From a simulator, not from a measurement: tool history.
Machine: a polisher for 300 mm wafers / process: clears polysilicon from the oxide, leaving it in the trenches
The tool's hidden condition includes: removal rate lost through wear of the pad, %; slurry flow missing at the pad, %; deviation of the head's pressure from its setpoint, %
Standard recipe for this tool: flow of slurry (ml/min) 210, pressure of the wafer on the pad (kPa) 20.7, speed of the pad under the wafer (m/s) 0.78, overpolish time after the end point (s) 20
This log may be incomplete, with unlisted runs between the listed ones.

run,hour,flow of slurry (ml/min),pressure of the wafer on the pad (kPa),speed of the pad under the wafer (m/s),overpolish time after the end point (s),wafers since the last listed run,wafers polished on this pad,hours since the slurry nozzle was cleaned,hours since the head pressure was calibrated,"incoming thickness of the incoming film, nm",time until the end point was called (s)
1,0.0,210,20.7,0.78,20,0,831,196.7,434.3,608.1,54.3
2,63.1,210,20.7,0.78,20,666,1497,259.8,497.4,604.1,56.1
3,167.8,230,20.7,0.78,20,1105,2603,364.5,602.1,592.5,59.0
# hour 209.0: worn pad replaced by a new one
4,220.8,230,20.7,0.78,20,517,124,417.5,655.1,600.8,54.1
5,274.3,210,20.7,0.78,20,565,689,471.0,708.6,607.2,56.0
6,310.8,210,20.7,0.78,20,385,1075,507.5,745.1,596.4,57.9
7,392.8,210,20.7,0.78,20,866,1941,589.5,827.1,596.0,60.3
# hour 450.2: head pressure recalibrated
# hour 472.2: slurry nozzle cleaned
# hour 484.6: worn pad replaced by a new one
8,526.2,210,20.7,0.78,11,1334,439,54.0,76.0,604.6,53.6
9,627.2,245,15.2,0.66,20,1066,1506,155.0,177.0,597.1,88.2
10,679.9,210,27.6,0.78,20,556,2062,207.7,229.7,600.4,42.4
11,763.8,210,20.7,0.78,20,886,2948,291.6,313.6,594.6,58.9
# hour 799.4: worn pad replaced by a new one
12,866.0,210,15.9,0.78,20,1037,703,393.8,415.8,601.8,72.9
13,960.1,280,20.7,0.78,20,993,1697,487.9,509.9,609.6,55.0

Run 14 comes next. What will it give?
# hour 1057.1: worn pad replaced by a new one
14,1057.6,255,20.7,0.90,20,987,5,585.4,607.4,588.5,?

Run 14 yielded time until the end point was called (s) 48.1.
Minus the tool's unlogged condition, the same run would have read time until the end point was called (s) 44.2.
